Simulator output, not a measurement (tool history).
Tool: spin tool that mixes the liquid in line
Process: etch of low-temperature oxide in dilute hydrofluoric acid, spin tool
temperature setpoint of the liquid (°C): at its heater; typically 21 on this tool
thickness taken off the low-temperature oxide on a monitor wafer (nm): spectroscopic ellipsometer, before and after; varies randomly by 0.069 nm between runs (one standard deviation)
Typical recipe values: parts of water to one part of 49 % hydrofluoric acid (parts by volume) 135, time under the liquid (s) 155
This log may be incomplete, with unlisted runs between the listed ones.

run     day  temperature setpoint of the liquid (°C)  parts of water to one part of 49 % hydrofluoric acid (parts by volume)  time under the liquid (s)  wafers since the last listed run  hours since the thermometer was replaced  hours since the hydrofluoric acid flow meter was replaced  hours since the gauge calibration  read-back film thickness of the low-temperature oxide reference wafer, read on the same gauge (nm)  thickness taken off the low-temperature oxide on a monitor wafer (nm)
  1       0                                       21                                                                     135                        155                                 0                                    1761.4                                                     1214.1                              337.4                                                                                              150.04                                                                  13.97
  2   1.121                                       21                                                                     135                        155                               230                                    1788.3                                                       1241                              364.3                                                                                              150.02                                                                  13.82
  3   2.879                                       21                                                                     135                        155                               361                                    1830.5                                                     1283.2                              406.5                                                                                              150.01                                                                  13.88
  4   4.108                                       21                                                                     135                        210                               252                                      1860                                                     1312.7                                436                                                                                              150.01                                                                  18.78
  5   6.029                                       21                                                                     135                        210                               394                                    1906.1                                                     1358.8                              482.1                                                                                                 150                                                                  18.84
  6   8.638                                       21                                                                     135                        210                               536                                    1968.7                                                     1421.4                              544.7                                                                                                 150                                                                   18.6
  7  10.612                                       21                                                                     185                        190                               405                                    2016.1                                                     1468.8                              592.1                                                                                                 150                                                                  11.75
  8  12.288                                       21                                                                     185                        190                               344                                    2056.3                                                       1509                              632.3                                                                                              150.01                                                                  11.69
  9  13.854                                       21                                                                     185                        190                               321                                    2093.9                                                     1546.6                              669.9                                                                                              150.01                                                                  11.66
     14.646  -- thermometer replaced
 10   16.65                                       21                                                                     135                         70                               566                                      48.1                                                     1613.7                                737                                                                                                 150                                                                   6.73
     19.017  -- gauge calibrated
 11  19.225                                       17                                                                      90                        180                               529                                     109.9                                                     1675.5                                  5                                                                                              150.02                                                                   23.1
 12  21.867                                       19                                                                     135                         75                               542                                     173.3                                                     1738.9                               68.4                                                                                                 150                                                                   6.65
     23.946  -- hydrofluoric acid flow meter replaced
 13  23.967                                       18                                                                     135                        155                               423                                     223.7                                                        0.5                              118.8                                                                                                 150                                                                  13.18
 14  25.796                                       21                                                                     135                        155                               375                                     267.6                                                       44.4                              162.7                                                                                              149.98                                                                  14.65
 15  27.225                                     17.5                                                                     160                        120                               293                                     301.9                                                       78.7                                197                                                                                              150.02                                                                   8.23
 16  29.575                                       18                                                                      95                        245                               482                                     358.3                                                      135.1                              253.4                                                                                              150.01                                                                   30.6
 17  37.121                                       21                                                                     100                         80                              1550                                     539.4                                                      316.2                              434.5                                                                                              149.98                                                                  10.66
 18  39.279                                       21                                                                     135                        210                               443                                     591.2                                                        368                              486.3                                                                                              149.99                                                                  19.85
 19  42.075                                     17.5                                                                      95                        125                               574                                     658.3                                                      435.1                              553.4                                                                                                 150                                                                  15.06

Each row is a separate what-if for the run after 19, all from the same tool condition, not one after another. Results?
  A  42.096                                     23.5                                                                     135                        155                                 4                                     658.8                                                      435.6                              553.9                                                                                                   ?                                                                      ?
  B  42.096                                     19.5                                                                     100                        100                                 4                                     658.8                                                      435.6                              553.9                                                                                                   ?                                                                      ?
  C  42.096                                       25                                                                     175                         95                                 4                                     658.8                                                      435.6                              553.9                                                                                                   ?                                                                      ?
  D  42.096                                       17                                                                     180                        220                                 4                                     658.8                                                      435.6                              553.9                                                                                                   ?                                                                      ?
  E  42.096                                     19.5                                                                     195                        155                                 4                                     658.8                                                      435.6                              553.9                                                                                                   ?                                                                      ?

run  read-back film thickness of the low-temperature oxide reference wafer, read on the same gauge (nm)  thickness taken off the low-temperature oxide on a monitor wafer (nm)
  A                                                                                                 150                                                                  16.05
  B                                                                                                 150                                                                  12.36
  C                                                                                                 150                                                                   7.69
  D                                                                                                 150                                                                  12.59
  E                                                                                                 150                                                                   8.93
With no hidden state in the tool, these same runs would have given:
run  thickness taken off the low-temperature oxide on a monitor wafer (nm)
  A                                                                  16.62
  B                                                                  12.83
  C                                                                   7.95
  D                                                                  13.06
  E                                                                   9.24

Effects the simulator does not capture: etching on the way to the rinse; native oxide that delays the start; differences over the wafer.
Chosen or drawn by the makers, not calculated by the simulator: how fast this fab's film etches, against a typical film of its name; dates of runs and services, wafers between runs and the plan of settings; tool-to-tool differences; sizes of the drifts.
